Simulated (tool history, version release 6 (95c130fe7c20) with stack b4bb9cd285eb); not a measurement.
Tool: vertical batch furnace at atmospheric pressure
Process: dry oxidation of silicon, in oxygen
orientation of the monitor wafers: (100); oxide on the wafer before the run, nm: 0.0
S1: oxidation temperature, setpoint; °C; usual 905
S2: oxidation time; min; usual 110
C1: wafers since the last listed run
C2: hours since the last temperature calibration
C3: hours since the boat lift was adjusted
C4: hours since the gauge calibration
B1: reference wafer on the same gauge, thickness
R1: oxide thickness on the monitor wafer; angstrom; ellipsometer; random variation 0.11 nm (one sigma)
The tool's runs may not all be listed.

run	hour	S1	S2	C1	C2	C3	C4	B1	R1
1	0	893	77.5	0	1963.1	5141.2	712.4	26.81	211.6
2	24.7	893	77.5	145	1987.8	5165.9	737.1	26.79	210.2
3	120.3	905	110	562	2083.4	5261.5	832.7	26.84	299.5
4	216.5	905	110	565	2179.6	5357.7	928.9	26.76	300.5
5	236.3	905	110	116	2199.4	5377.5	948.7	26.79	300.2
6	260.7	885	96.5	143	2223.8	5401.9	973.1	26.79	224.2
7	278.2	885	96.5	102	2241.3	5419.4	990.6	26.81	222.8
8	291.8	905	110	80	2254.9	5433	1004.2	26.8	300.2
9	320	905	110	165	2283.1	5461.2	1032.4	26.83	300.5
10	333.5	905	110	79	2296.6	5474.7	1045.9	26.8	300.4
# hour 352: gauge calibrated
11	364.4	905	110	181	2327.5	5505.6	12.4	26.79	301
12	385.3	905	110	122	2348.4	5526.5	33.3	26.8	302.1
13	400.8	905	110	91	2363.9	5542	48.8	26.8	300.3
14	429.7	905	110	170	2392.8	5570.9	77.7	26.78	301.1
# hour 460.4: thermocouples replaced and temperature profile calibrated
15	460.9	885	110	42	0.5	5602.1	108.9	26.81	231.2
16	501	905	110	235	40.6	5642.2	149	26.78	284.7
17	531.7	900	144	180	71.3	5672.9	179.7	26.82	326.9
18	554.3	905	110	132	93.9	5695.5	202.3	26.8	285.7
19	576.2	881	132.5	128	115.8	5717.4	224.2	26.78	252.4
20	594.5	921	79.5	107	134.1	5735.7	242.5	26.81	271.6
21	610.1	925	62.5	91	149.7	5751.3	258.1	26.77	240.8

The next listed run, before its measurement:
22	627.5	924	65	102	167.1	5768.7	275.5	?	?

B1: 26.82
R1: 244.8 angstrom
Without the tool's hidden state the same run would have given R1 242.6 angstrom.
